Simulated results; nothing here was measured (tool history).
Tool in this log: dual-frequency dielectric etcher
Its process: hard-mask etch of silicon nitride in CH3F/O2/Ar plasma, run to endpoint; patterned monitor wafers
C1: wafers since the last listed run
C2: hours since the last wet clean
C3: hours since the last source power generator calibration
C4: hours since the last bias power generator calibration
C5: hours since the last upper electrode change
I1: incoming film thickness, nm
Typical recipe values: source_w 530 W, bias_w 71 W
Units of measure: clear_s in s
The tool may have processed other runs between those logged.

{"run": 1, "hour": 0.0, "source_w": 530, "bias_w": 71, "C1": 0, "C2": 598.6, "C3": 2265.4, "C4": 2233.7, "C5": 1709.6, "I1": 46.5, "clear_s": 61.4}
{"hour": 29.7, "done": "wet clean of the chamber"}
{"run": 2, "hour": 31.0, "source_w": 530, "bias_w": 71, "C1": 97, "C2": 1.3, "C3": 2296.4, "C4": 2264.7, "C5": 1740.6, "I1": 46.56, "clear_s": 62.4}
{"run": 3, "hour": 58.5, "source_w": 590, "bias_w": 71, "C1": 383, "C2": 28.8, "C3": 2323.9, "C4": 2292.2, "C5": 1768.1, "I1": 46.23, "clear_s": 60.4}
{"run": 4, "hour": 121.7, "source_w": 590, "bias_w": 71, "C1": 881, "C2": 92, "C3": 2387.1, "C4": 2355.4, "C5": 1831.3, "I1": 46.35, "clear_s": 61.2}
{"run": 5, "hour": 153.5, "source_w": 530, "bias_w": 83, "C1": 443, "C2": 123.8, "C3": 2418.9, "C4": 2387.2, "C5": 1863.1, "I1": 46, "clear_s": 58.3}
{"run": 6, "hour": 200.7, "source_w": 530, "bias_w": 71, "C1": 658, "C2": 171, "C3": 2466.1, "C4": 2434.4, "C5": 1910.3, "I1": 45.77, "clear_s": 61.4}
{"run": 7, "hour": 233.1, "source_w": 530, "bias_w": 71, "C1": 452, "C2": 203.4, "C3": 2498.5, "C4": 2466.8, "C5": 1942.7, "I1": 46.25, "clear_s": 63}
{"run": 8, "hour": 286.6, "source_w": 530, "bias_w": 71, "C1": 746, "C2": 256.9, "C3": 2552, "C4": 2520.3, "C5": 1996.2, "I1": 46.38, "clear_s": 63.1}
{"run": 9, "hour": 349.4, "source_w": 450, "bias_w": 77, "C1": 876, "C2": 319.7, "C3": 2614.8, "C4": 2583.1, "C5": 2059, "I1": 46.56, "clear_s": 64}
{"run": 10, "hour": 373.9, "source_w": 450, "bias_w": 77, "C1": 341, "C2": 344.2, "C3": 2639.3, "C4": 2607.6, "C5": 2083.5, "I1": 45.81, "clear_s": 62.3}
{"hour": 441.1, "done": "bias power generator calibrated"}
{"run": 11, "hour": 578.2, "source_w": 450, "bias_w": 77, "C1": 2795, "C2": 548.5, "C3": 2843.6, "C4": 137.1, "C5": 2287.8, "I1": 46.17, "clear_s": 61.6}
{"run": 12, "hour": 631.7, "source_w": 580, "bias_w": 58, "C1": 746, "C2": 602, "C3": 2897.1, "C4": 190.6, "C5": 2341.3, "I1": 45.96, "clear_s": 62.9}
{"hour": 663.3, "done": "wet clean of the chamber"}
{"hour": 781.4, "done": "source power generator calibrated"}
{"run": 13, "hour": 805.9, "source_w": 530, "bias_w": 71, "C1": 2040, "C2": 142.6, "C3": 24.5, "C4": 364.8, "C5": 2515.5, "I1": 46.42, "clear_s": 59.6}
{"hour": 899.3, "done": "upper electrode replaced"}
{"run": 14, "hour": 899.8, "source_w": 480, "bias_w": 81, "C1": 975, "C2": 236.5, "C3": 118.4, "C4": 458.7, "C5": 0.5, "I1": 45.86, "clear_s": 57.7}
{"hour": 950.1, "done": "wet clean of the chamber, repeated, since the last time left the tool worse"}
{"run": 15, "hour": 950.6, "source_w": 470, "bias_w": 65, "C1": 373, "C2": 0.5, "C3": 169.2, "C4": 509.5, "C5": 51.3, "I1": 46.47, "clear_s": 66.4}
{"run": 16, "hour": 980.5, "source_w": 420, "bias_w": 53, "C1": 417, "C2": 30.4, "C3": 199.1, "C4": 539.4, "C5": 81.2, "I1": 46.46, "clear_s": 74.2}
{"run": 17, "hour": 1049.9, "source_w": 450, "bias_w": 77, "C1": 968, "C2": 99.8, "C3": 268.5, "C4": 608.8, "C5": 150.6, "I1": 46.16, "clear_s": 63.5}
{"run": 18, "hour": 1120.2, "source_w": 400, "bias_w": 66, "C1": 980, "C2": 170.1, "C3": 338.8, "C4": 679.1, "C5": 220.9, "I1": 46, "clear_s": 67.8}
{"run": 19, "hour": 1209.7, "source_w": 530, "bias_w": 71, "C1": 1248, "C2": 259.6, "C3": 428.3, "C4": 768.6, "C5": 310.4, "I1": 45.91, "clear_s": 62.5}
{"run": 20, "hour": 1246.5, "source_w": 530, "bias_w": 56, "C1": 513, "C2": 296.4, "C3": 465.1, "C4": 805.4, "C5": 347.2, "I1": 46.22, "clear_s": 67.2}
{"run": 21, "hour": 1289.9, "source_w": 530, "bias_w": 59, "C1": 605, "C2": 339.8, "C3": 508.5, "C4": 848.8, "C5": 390.6, "I1": 45.81, "clear_s": 65.4}
{"run": 22, "hour": 1357.3, "source_w": 470, "bias_w": 65, "C1": 940, "C2": 407.2, "C3": 575.9, "C4": 916.2, "C5": 458, "I1": 46.27, "clear_s": 65.1}
{"run": 23, "hour": 1412.2, "source_w": 660, "bias_w": 71, "C1": 766, "C2": 462.1, "C3": 630.8, "C4": 971.1, "C5": 512.9, "I1": 46.11, "clear_s": 58.1}

Consider 3 possible next runs. They are alternatives, not a sequence: every one starts from the tool as it was left by run 23. What does each give?
{"run": "A", "hour": 1412.6, "source_w": 530, "bias_w": 55, "C1": 5, "C2": 462.5, "C3": 631.2, "C4": 971.5, "C5": 513.3, "I1": 45.88, "clear_s": "?"}
{"run": "B", "hour": 1412.6, "source_w": 610, "bias_w": 60, "C1": 5, "C2": 462.5, "C3": 631.2, "C4": 971.5, "C5": 513.3, "I1": 45.88, "clear_s": "?"}
{"run": "C", "hour": 1412.6, "source_w": 410, "bias_w": 61, "C1": 5, "C2": 462.5, "C3": 631.2, "C4": 971.5, "C5": 513.3, "I1": 45.88, "clear_s": "?"}

run=A clear_s=66.8
run=B clear_s=62.8
run=C clear_s=68.9
Take away the tool's hidden state, keep each run's random variation, and the runs would have read:
run=A clear_s=68.1
run=B clear_s=64
run=C clear_s=70.2
